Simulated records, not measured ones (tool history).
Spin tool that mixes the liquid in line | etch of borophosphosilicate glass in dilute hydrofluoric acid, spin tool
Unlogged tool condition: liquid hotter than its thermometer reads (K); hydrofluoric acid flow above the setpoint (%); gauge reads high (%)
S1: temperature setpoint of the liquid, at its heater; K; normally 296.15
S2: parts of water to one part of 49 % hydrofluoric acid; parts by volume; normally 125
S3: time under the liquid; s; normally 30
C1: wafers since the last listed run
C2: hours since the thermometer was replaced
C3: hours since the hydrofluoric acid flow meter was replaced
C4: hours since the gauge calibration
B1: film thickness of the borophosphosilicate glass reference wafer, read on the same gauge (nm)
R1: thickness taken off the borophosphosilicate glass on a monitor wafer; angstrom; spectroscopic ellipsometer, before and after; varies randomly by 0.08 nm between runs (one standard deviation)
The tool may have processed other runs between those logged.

{"run": 1, "hour": 0.0, "S1": 296.15, "S2": 125, "S3": 30, "C1": 0, "C2": 2292.5, "C3": 1364.9, "C4": 608.1, "B1": 146.15, "R1": 107.6}
{"run": 2, "hour": 38.0, "S1": 296.15, "S2": 125, "S3": 30, "C1": 511, "C2": 2330.5, "C3": 1402.9, "C4": 646.1, "B1": 145.9, "R1": 106.3}
{"hour": 265.6, "done": "gauge calibrated"}
{"run": 3, "hour": 288.5, "S1": 296.15, "S2": 125, "S3": 30, "C1": 3370, "C2": 2581.0, "C3": 1653.4, "C4": 22.9, "B1": 149.82, "R1": 109.6}
{"run": 4, "hour": 336.6, "S1": 294.15, "S2": 125, "S3": 30, "C1": 647, "C2": 2629.1, "C3": 1701.5, "C4": 71.0, "B1": 149.54, "R1": 100.6}
{"run": 5, "hour": 382.8, "S1": 294.15, "S2": 125, "S3": 30, "C1": 621, "C2": 2675.3, "C3": 1747.7, "C4": 117.2, "B1": 149.28, "R1": 100.7}
{"run": 6, "hour": 455.8, "S1": 294.15, "S2": 125, "S3": 30, "C1": 982, "C2": 2748.3, "C3": 1820.7, "C4": 190.2, "B1": 148.85, "R1": 100.0}
{"run": 7, "hour": 526.8, "S1": 296.15, "S2": 125, "S3": 30, "C1": 955, "C2": 2819.3, "C3": 1891.7, "C4": 261.2, "B1": 148.43, "R1": 108.9}
{"run": 8, "hour": 600.4, "S1": 296.15, "S2": 125, "S3": 30, "C1": 990, "C2": 2892.9, "C3": 1965.3, "C4": 334.8, "B1": 147.96, "R1": 108.7}
{"run": 9, "hour": 694.3, "S1": 292.15, "S2": 125, "S3": 30, "C1": 1263, "C2": 2986.8, "C3": 2059.2, "C4": 428.7, "B1": 147.41, "R1": 92.7}
{"hour": 823.4, "done": "thermometer replaced"}
{"hour": 975.1, "done": "gauge calibrated"}
{"run": 10, "hour": 1001.2, "S1": 296.15, "S2": 125, "S3": 30, "C1": 4116, "C2": 177.8, "C3": 2366.1, "C4": 26.1, "B1": 150.52, "R1": 111.0}
{"run": 11, "hour": 1100.9, "S1": 296.15, "S2": 90, "S3": 40, "C1": 1341, "C2": 277.5, "C3": 2465.8, "C4": 125.8, "B1": 149.92, "R1": 211.1}
{"hour": 1126.6, "done": "hydrofluoric acid flow meter replaced"}
{"run": 12, "hour": 1194.6, "S1": 296.15, "S2": 125, "S3": 30, "C1": 1247, "C2": 371.2, "C3": 68.0, "C4": 219.5, "B1": 149.37, "R1": 109.5}
{"run": 13, "hour": 1239.6, "S1": 296.15, "S2": 125, "S3": 30, "C1": 605, "C2": 416.2, "C3": 113.0, "C4": 264.5, "B1": 149.11, "R1": 109.8}
{"run": 14, "hour": 1285.3, "S1": 293.65, "S2": 150, "S3": 15, "C1": 614, "C2": 461.9, "C3": 158.7, "C4": 310.2, "B1": 148.79, "R1": 40.3}
{"run": 15, "hour": 1375.1, "S1": 296.15, "S2": 70, "S3": 20, "C1": 1208, "C2": 551.7, "C3": 248.5, "C4": 400.0, "B1": 148.28, "R1": 139.0}

Predict the results of run 16:
{"run": 16, "hour": 1433.4, "S1": 292.65, "S2": 160, "S3": 20, "C1": 784, "C2": 610.0, "C3": 306.8, "C4": 458.3, "B1": "?", "R1": "?"}

{"run 16": {"B1": 147.92, "R1": 48.1}}
Minus the tool's unlogged condition, the same run would have read R1 48.8 angstrom.

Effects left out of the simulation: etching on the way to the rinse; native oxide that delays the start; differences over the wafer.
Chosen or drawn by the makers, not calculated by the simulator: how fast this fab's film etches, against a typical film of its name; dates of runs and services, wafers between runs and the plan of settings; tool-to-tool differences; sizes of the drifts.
